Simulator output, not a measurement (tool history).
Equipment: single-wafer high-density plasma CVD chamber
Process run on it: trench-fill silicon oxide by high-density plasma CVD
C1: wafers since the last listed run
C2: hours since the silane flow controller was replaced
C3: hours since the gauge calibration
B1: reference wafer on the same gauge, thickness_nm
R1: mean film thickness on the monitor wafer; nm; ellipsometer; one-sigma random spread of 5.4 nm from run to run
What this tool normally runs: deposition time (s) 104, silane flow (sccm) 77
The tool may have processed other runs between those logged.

{"run": 1, "day": 0.0, "deposition time (s)": 119, "silane flow (sccm)": 65, "C1": 0, "C2": 2125.9, "C3": 674.4, "B1": 952.566, "R1": 924.099}
{"run": 2, "day": 2.483, "deposition time (s)": 119, "silane flow (sccm)": 65, "C1": 561, "C2": 2185.5, "C3": 734, "B1": 950.809, "R1": 919.693}
{"run": 3, "day": 5.471, "deposition time (s)": 104, "silane flow (sccm)": 66, "C1": 675, "C2": 2257.2, "C3": 805.7, "B1": 951.568, "R1": 826.299}
{"run": 4, "day": 6.683, "deposition time (s)": 104, "silane flow (sccm)": 77, "C1": 274, "C2": 2286.3, "C3": 834.8, "B1": 952.226, "R1": 952.319}
{"run": 5, "day": 9.638, "deposition time (s)": 104, "silane flow (sccm)": 77, "C1": 668, "C2": 2357.2, "C3": 905.7, "B1": 952.374, "R1": 958.384}
{"run": 6, "day": 11.996, "deposition time (s)": 104, "silane flow (sccm)": 77, "C1": 533, "C2": 2413.8, "C3": 962.3, "B1": 952.707, "R1": 952.304}
{"run": 7, "day": 14.983, "deposition time (s)": 104, "silane flow (sccm)": 77, "C1": 675, "C2": 2485.5, "C3": 1034, "B1": 951.606, "R1": 962.513}
{"run": 8, "day": 16.121, "deposition time (s)": 117, "silane flow (sccm)": 81, "C1": 257, "C2": 2512.8, "C3": 1061.3, "B1": 952.55, "R1": 1118.685}
{"run": 9, "day": 18.279, "deposition time (s)": 117, "silane flow (sccm)": 81, "C1": 488, "C2": 2564.6, "C3": 1113.1, "B1": 954.169, "R1": 1131.675}
{"run": 10, "day": 19.688, "deposition time (s)": 111, "silane flow (sccm)": 88, "C1": 318, "C2": 2598.4, "C3": 1146.9, "B1": 953.074, "R1": 1161.621}
{"run": 11, "day": 20.992, "deposition time (s)": 93, "silane flow (sccm)": 73, "C1": 295, "C2": 2629.7, "C3": 1178.2, "B1": 950.441, "R1": 808.299}
{"run": 12, "day": 22.325, "deposition time (s)": 93, "silane flow (sccm)": 73, "C1": 301, "C2": 2661.7, "C3": 1210.2, "B1": 950.503, "R1": 808.623}
{"run": 13, "day": 23.425, "deposition time (s)": 93, "silane flow (sccm)": 73, "C1": 248, "C2": 2688.1, "C3": 1236.6, "B1": 951.847, "R1": 810.201}
{"run": 14, "day": 25.438, "deposition time (s)": 104, "silane flow (sccm)": 77, "C1": 455, "C2": 2736.4, "C3": 1284.9, "B1": 952.495, "R1": 948.737}
{"run": 15, "day": 26.579, "deposition time (s)": 104, "silane flow (sccm)": 77, "C1": 258, "C2": 2763.8, "C3": 1312.3, "B1": 951.932, "R1": 957.804}
{"run": 16, "day": 28.8, "deposition time (s)": 104, "silane flow (sccm)": 77, "C1": 502, "C2": 2817.1, "C3": 1365.6, "B1": 953.539, "R1": 948.241}
{"run": 17, "day": 31.604, "deposition time (s)": 119, "silane flow (sccm)": 70, "C1": 634, "C2": 2884.4, "C3": 1432.9, "B1": 953.636, "R1": 994.651}
{"day": 33.896, "done": "gauge calibrated"}
{"run": 18, "day": 33.912, "deposition time (s)": 119, "silane flow (sccm)": 70, "C1": 522, "C2": 2939.8, "C3": 0.4, "B1": 952.036, "R1": 997.069}
{"run": 19, "day": 35.5, "deposition time (s)": 119, "silane flow (sccm)": 70, "C1": 359, "C2": 2977.9, "C3": 38.5, "B1": 949.799, "R1": 990.575}
{"run": 20, "day": 38.129, "deposition time (s)": 98, "silane flow (sccm)": 77, "C1": 594, "C2": 3041, "C3": 101.6, "B1": 951.693, "R1": 911.783}
{"run": 21, "day": 40.904, "deposition time (s)": 92, "silane flow (sccm)": 65, "C1": 627, "C2": 3107.6, "C3": 168.2, "B1": 952.2, "R1": 712.28}
{"run": 22, "day": 43.621, "deposition time (s)": 117, "silane flow (sccm)": 81, "C1": 614, "C2": 3172.8, "C3": 233.4, "B1": 950.844, "R1": 1126.751}
{"run": 23, "day": 45.808, "deposition time (s)": 116, "silane flow (sccm)": 66, "C1": 494, "C2": 3225.3, "C3": 285.9, "B1": 951.703, "R1": 916.262}
{"run": 24, "day": 47.708, "deposition time (s)": 104, "silane flow (sccm)": 73, "C1": 429, "C2": 3270.9, "C3": 331.5, "B1": 951.729, "R1": 900.192}
{"day": 49.046, "done": "silane flow controller replaced"}
{"run": 25, "day": 49.488, "deposition time (s)": 104, "silane flow (sccm)": 77, "C1": 327, "C2": 10.6, "C3": 374.2, "B1": 950.028, "R1": 955.164}
{"run": 26, "day": 51.271, "deposition time (s)": 113, "silane flow (sccm)": 81, "C1": 403, "C2": 53.4, "C3": 417, "B1": 953.189, "R1": 1093.07}
{"run": 27, "day": 53.008, "deposition time (s)": 112, "silane flow (sccm)": 81, "C1": 393, "C2": 95.1, "C3": 458.7, "B1": 952.039, "R1": 1082.048}
{"run": 28, "day": 54.308, "deposition time (s)": 104, "silane flow (sccm)": 88, "C1": 294, "C2": 126.3, "C3": 489.9, "B1": 952.699, "R1": 1083.415}
{"run": 29, "day": 56.246, "deposition time (s)": 104, "silane flow (sccm)": 77, "C1": 438, "C2": 172.8, "C3": 536.4, "B1": 951.741, "R1": 950.064}
{"run": 30, "day": 57.971, "deposition time (s)": 95, "silane flow (sccm)": 67, "C1": 390, "C2": 214.2, "C3": 577.8, "B1": 952.423, "R1": 750.7}
{"run": 31, "day": 59.204, "deposition time (s)": 94, "silane flow (sccm)": 64, "C1": 279, "C2": 243.8, "C3": 607.4, "B1": 950.617, "R1": 719.897}
{"run": 32, "day": 60.321, "deposition time (s)": 104, "silane flow (sccm)": 77, "C1": 252, "C2": 270.6, "C3": 634.2, "B1": 951.651, "R1": 959.237}
{"run": 33, "day": 62.712, "deposition time (s)": 98, "silane flow (sccm)": 62, "C1": 541, "C2": 328, "C3": 691.6, "B1": 951.357, "R1": 724.653}
{"run": 34, "day": 65.112, "deposition time (s)": 124, "silane flow (sccm)": 77, "C1": 542, "C2": 385.6, "C3": 749.2, "B1": 952.062, "R1": 1132.874}
{"run": 35, "day": 67.867, "deposition time (s)": 112, "silane flow (sccm)": 81, "C1": 623, "C2": 451.7, "C3": 815.3, "B1": 952.657, "R1": 1088.346}
{"run": 36, "day": 70.133, "deposition time (s)": 114, "silane flow (sccm)": 77, "C1": 512, "C2": 506.1, "C3": 869.7, "B1": 953.049, "R1": 1037.435}
{"run": 37, "day": 72.675, "deposition time (s)": 104, "silane flow (sccm)": 84, "C1": 575, "C2": 567.1, "C3": 930.7, "B1": 952.571, "R1": 1033.863}
{"run": 38, "day": 75.642, "deposition time (s)": 112, "silane flow (sccm)": 70, "C1": 671, "C2": 638.3, "C3": 1001.9, "B1": 952.037, "R1": 939.313}
{"run": 39, "day": 76.862, "deposition time (s)": 104, "silane flow (sccm)": 77, "C1": 276, "C2": 667.6, "C3": 1031.2, "B1": 950.942, "R1": 959.21}
{"run": 40, "day": 79.846, "deposition time (s)": 111, "silane flow (sccm)": 81, "C1": 674, "C2": 739.2, "C3": 1102.8, "B1": 952.978, "R1": 1068.151}

Exercise: give the hidden state of the tool at every run:
delivered silane flow above the setpoint (%): 0 in every run
gauge reads high (%): 0 in every run
